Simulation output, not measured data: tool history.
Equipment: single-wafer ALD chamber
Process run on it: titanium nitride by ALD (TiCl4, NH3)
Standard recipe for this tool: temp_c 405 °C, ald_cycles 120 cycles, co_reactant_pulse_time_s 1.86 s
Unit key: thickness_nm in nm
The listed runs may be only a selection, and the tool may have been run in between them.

run   hour  temp_c  ald_cycles  co_reactant_pulse_time_s  read-back reference wafer on the same gauge, thickness_nm  thickness_nm
  1      0     405         120                      1.86                                                      2.881         2.539
  2     23     405         120                      1.86                                                      2.881         2.547
  3   38.5     411         120                      1.62                                                      2.885         2.572
  4   66.8     405         120                      1.86                                                      2.891         2.533
  5   83.7     405         120                      1.86                                                      2.891         2.567
  6  112.2     405         120                      2.04                                                      2.897         2.572
  7  131.4     405         120                      2.04                                                      2.899         2.579
  8  161.7     405         132                      1.86                                                      2.906         2.823
  9  186.7     405         132                      1.86                                                      2.917         2.867
     200.2  -- gauge calibrated
     211.7  -- thermocouple changed; heater temperature recalibrated
 10  215.3     405         132                      1.86                                                      2.862         2.786
 11  233.2     405         120                      1.86                                                      2.867         2.536
 12  263.2     405         120                      1.86                                                      2.868         2.522
     284.4  -- showerhead replaced
 13    288     399         120                      1.26                                                      2.864         2.485
 14  323.5     405         120                      1.86                                                      2.871         2.545
 15  352.9     409         137                      1.46                                                      2.874         2.889
 16  368.8     405         120                      1.86                                                      2.871         2.543
 17    401     405         142                      1.86                                                       2.88          3.01
 18  424.7     394         120                      1.86                                                      2.881         2.542
 19  457.6     397          98                      1.67                                                      2.887         2.057
 20  484.7     419         106                       1.3                                                      2.891         2.274
 21    508     405         120                      1.86                                                      2.895         2.566
 22  527.9     405         141                      1.86                                                      2.896          3.01
 23  554.4     419         101                      2.47                                                      2.905         2.204
 24  586.7     413         120                      1.86                                                      2.914         2.576
 25  599.8     405         120                      1.86                                                      2.911         2.603

Alternative continuations, all from the tool just after run 25; predict every row:
  A  600.5     405         127                      1.86                                                          ?             ?
  B  600.5     396         120                      1.61                                                          ?             ?
  C  600.5     405         128                      1.86                                                          ?             ?
  D  600.5     391         129                      2.25                                                          ?             ?
  E  600.5     417         114                      2.26                                                          ?             ?

run  read-back reference wafer on the same gauge, thickness_nm  thickness_nm
  A                                                      2.917         2.725
  B                                                      2.917         2.543
  C                                                      2.917         2.746
  D                                                      2.917         2.752
  E                                                      2.917          2.47
Had the tool no hidden state, the same runs would have come out as:
run  thickness_nm
  A         2.673
  B         2.495
  C         2.694
  D           2.7
  E         2.423

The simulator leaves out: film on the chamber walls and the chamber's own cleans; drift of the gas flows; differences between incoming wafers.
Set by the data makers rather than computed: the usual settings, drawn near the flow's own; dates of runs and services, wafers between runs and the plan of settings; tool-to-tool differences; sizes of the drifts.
